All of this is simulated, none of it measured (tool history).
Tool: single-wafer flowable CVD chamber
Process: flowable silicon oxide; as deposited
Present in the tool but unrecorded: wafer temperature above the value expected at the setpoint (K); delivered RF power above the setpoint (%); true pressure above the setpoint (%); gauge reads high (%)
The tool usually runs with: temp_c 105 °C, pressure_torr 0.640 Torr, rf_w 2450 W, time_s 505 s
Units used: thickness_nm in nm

run	day	temp_c	pressure_torr	rf_w	time_s	wafers since the last listed run	hours since the last thermocouple change	hours since the last RF generator calibration	hours since the last manometer calibration	hours since the showerhead was replaced	hours since the gauge calibration	read-back reference wafer on the same gauge, thickness_nm	thickness_nm
1	0.000	101	0.722	2450	505	0	1162.3	1141.7	1047.9	2790.7	1387.3	167.985	252.463
# day 0.700: showerhead replaced
2	1.162	101	0.722	2450	505	67	1190.2	1169.6	1075.8	11.1	1415.2	167.969	253.334
3	3.758	105	0.640	2450	476	211	1252.5	1231.9	1138.1	73.4	1477.5	167.955	186.477
4	4.854	105	0.640	2450	476	89	1278.8	1258.2	1164.4	99.7	1503.8	168.008	186.525
# day 6.950: RF generator calibrated
5	6.971	105	0.640	2450	505	145	1329.6	0.5	1215.2	150.5	1554.6	168.032	201.681
6	8.942	105	0.640	2450	505	160	1376.9	47.8	1262.5	197.8	1601.9	168.003	201.554
# day 10.362: capacitance manometer re-zeroed and calibrated
7	11.350	105	0.640	2450	505	169	1434.7	105.6	23.7	255.6	1659.7	167.982	201.738
8	12.496	108	0.640	2205	505	93	1462.2	133.1	51.2	283.1	1687.2	167.997	179.637
# day 12.646: gauge calibrated
9	14.062	111	0.640	2450	505	127	1499.8	170.7	88.8	320.7	34.0	168.037	168.839
10	17.012	105	0.640	2450	505	240	1570.6	241.5	159.6	391.5	104.8	168.010	201.148
11	19.054	110	0.569	2650	505	166	1619.6	290.5	208.6	440.5	153.8	167.992	155.483
12	21.104	105	0.640	2450	505	167	1668.8	339.7	257.8	489.7	203.0	168.018	200.195
13	22.254	119	0.750	2450	592	93	1696.4	367.3	285.4	517.3	230.6	168.003	186.289
# day 23.267: thermocouple changed; heater temperature recalibrated
14	25.079	105	0.703	2450	505	203	43.5	435.1	353.2	585.1	298.4	168.139	221.177
15	26.417	105	0.640	2250	505	109	75.6	467.2	385.3	617.2	330.5	167.896	196.420
16	27.671	105	0.640	2450	505	102	105.7	497.3	415.4	647.3	360.6	167.957	199.150
17	28.733	119	0.761	2145	587	86	131.2	522.8	440.9	672.8	386.1	167.925	181.620
18	30.117	100	0.754	2895	505	112	164.4	556.0	474.1	706.0	419.3	168.007	282.270
19	32.254	98	0.742	2450	550	174	215.7	607.3	525.4	757.3	470.6	168.029	310.788
20	34.033	115	0.492	2730	603	145	258.4	650.0	568.1	800.0	513.3	167.923	140.190
21	36.279	105	0.640	2280	604	183	312.3	703.9	622.0	853.9	567.2	168.005	234.609
22	39.271	105	0.640	2450	505	244	384.1	775.7	693.8	925.7	639.0	168.129	200.088

What will run 23 give?
23	42.158	105	0.640	2450	582	235	453.4	845.0	763.1	995.0	708.3	?	?

read-back reference wafer on the same gauge, thickness_nm: 167.987
thickness_nm: 230.201 nm
Take away the tool's hidden state, keep the run-to-run variation as it was, and the same run would have given thickness_nm 232.962 nm.
